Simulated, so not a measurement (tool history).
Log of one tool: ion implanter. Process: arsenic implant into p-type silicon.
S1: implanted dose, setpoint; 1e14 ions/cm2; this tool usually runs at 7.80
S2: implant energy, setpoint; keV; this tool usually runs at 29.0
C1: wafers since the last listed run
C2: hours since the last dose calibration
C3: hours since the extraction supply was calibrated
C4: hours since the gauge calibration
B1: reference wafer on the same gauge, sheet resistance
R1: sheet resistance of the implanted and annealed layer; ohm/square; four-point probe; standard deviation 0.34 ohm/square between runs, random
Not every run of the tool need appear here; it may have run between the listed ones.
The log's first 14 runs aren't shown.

run 15 day=16.254 | S1=9.03 S2=33.5 | C1=1189 C2=1778.1 C3=348.5 C4=1475.5 | B1=116.08 | R1=113.00
run 16 day=17.121 | S1=8.53 S2=23.0 | C1=437 C2=1798.9 C3=369.3 C4=1496.3 | B1=116.04 | R1=122.42
run 17 day=17.883 | S1=7.80 S2=29.0 | C1=384 C2=1817.2 C3=387.6 C4=1514.6 | B1=115.96 | R1=127.40
-- day=18.567 gauge calibrated
run 18 day=18.617 | S1=9.98 S2=25.0 | C1=369 C2=1834.8 C3=405.2 C4=1.2 | B1=115.91 | R1=108.62
run 19 day=19.338 | S1=8.80 S2=33.5 | C1=363 C2=1852.1 C3=422.5 C4=18.5 | B1=116.09 | R1=114.16
run 20 day=20.812 | S1=6.48 S2=36.0 | C1=744 C2=1887.5 C3=457.9 C4=53.9 | B1=116.17 | R1=143.04
run 21 day=22.092 | S1=7.80 S2=19.0 | C1=645 C2=1918.2 C3=488.6 C4=84.6 | B1=115.96 | R1=133.37
run 22 day=23.042 | S1=7.80 S2=29.0 | C1=479 C2=1941.0 C3=511.4 C4=107.4 | B1=116.09 | R1=127.51
run 23 day=24.108 | S1=6.89 S2=24.5 | C1=538 C2=1966.6 C3=537.0 C4=133.0 | B1=116.01 | R1=142.16
-- day=25.096 Faraday cup replaced and dose calibrated
run 24 day=25.429 | S1=7.80 S2=29.0 | C1=498 C2=8.0 C3=568.7 C4=164.7 | B1=116.08 | R1=130.96
run 25 day=26.112 | S1=7.80 S2=29.0 | C1=344 C2=24.4 C3=585.1 C4=181.1 | B1=116.07 | R1=130.83
run 26 day=27.442 | S1=7.80 S2=22.5 | C1=670 C2=56.3 C3=617.0 C4=213.0 | B1=116.03 | R1=134.40
run 27 day=28.475 | S1=6.86 S2=24.5 | C1=521 C2=81.1 C3=641.8 C4=237.8 | B1=116.04 | R1=147.10
run 28 day=29.158 | S1=10.07 S2=32.5 | C1=344 C2=97.5 C3=658.2 C4=254.2 | B1=116.00 | R1=107.17
run 29 day=30.175 | S1=7.80 S2=29.0 | C1=512 C2=121.9 C3=682.6 C4=278.6 | B1=115.97 | R1=130.65
run 30 day=30.771 | S1=6.35 S2=32.0 | C1=300 C2=136.2 C3=696.9 C4=292.9 | B1=116.10 | R1=151.07
run 31 day=31.342 | S1=9.81 S2=24.5 | C1=287 C2=149.9 C3=710.6 C4=306.6 | B1=116.01 | R1=113.01
run 32 day=32.025 | S1=7.17 S2=29.0 | C1=344 C2=166.3 C3=727.0 C4=323.0 | B1=116.04 | R1=139.45
run 33 day=33.192 | S1=9.89 S2=26.0 | C1=588 C2=194.3 C3=755.0 C4=351.0 | B1=115.96 | R1=111.98
run 34 day=34.662 | S1=7.80 S2=29.0 | C1=741 C2=229.6 C3=790.3 C4=386.3 | B1=116.07 | R1=131.09
run 35 day=35.850 | S1=9.71 S2=21.0 | C1=599 C2=258.1 C3=818.8 C4=414.8 | B1=115.96 | R1=115.76
run 36 day=36.358 | S1=10.01 S2=35.0 | C1=256 C2=270.3 C3=831.0 C4=427.0 | B1=116.05 | R1=106.56

Alternative continuations, all from the tool just after run 36; predict every row:
run A day=36.375 | S1=7.80 S2=29.0 | C1=8 C2=270.7 C3=831.4 C4=427.4 | B1=? | R1=?
run B day=36.375 | S1=5.90 S2=20.0 | C1=8 C2=270.7 C3=831.4 C4=427.4 | B1=? | R1=?
run C day=36.375 | S1=9.91 S2=38.5 | C1=8 C2=270.7 C3=831.4 C4=427.4 | B1=? | R1=?
run D day=36.375 | S1=5.69 S2=29.0 | C1=8 C2=270.7 C3=831.4 C4=427.4 | B1=? | R1=?
run E day=36.375 | S1=6.26 S2=23.5 | C1=8 C2=270.7 C3=831.4 C4=427.4 | B1=? | R1=?

run=A B1=115.95 R1=130.63
run=B B1=115.95 R1=167.98
run=C B1=115.95 R1=105.91
run=D B1=115.95 R1=165.97
run=E B1=115.95 R1=157.91
Had the tool no hidden state, the same runs would have come out as:
run=A R1=130.65
run=B R1=168.00
run=C R1=105.92
run=D R1=166.00
run=E R1=157.94

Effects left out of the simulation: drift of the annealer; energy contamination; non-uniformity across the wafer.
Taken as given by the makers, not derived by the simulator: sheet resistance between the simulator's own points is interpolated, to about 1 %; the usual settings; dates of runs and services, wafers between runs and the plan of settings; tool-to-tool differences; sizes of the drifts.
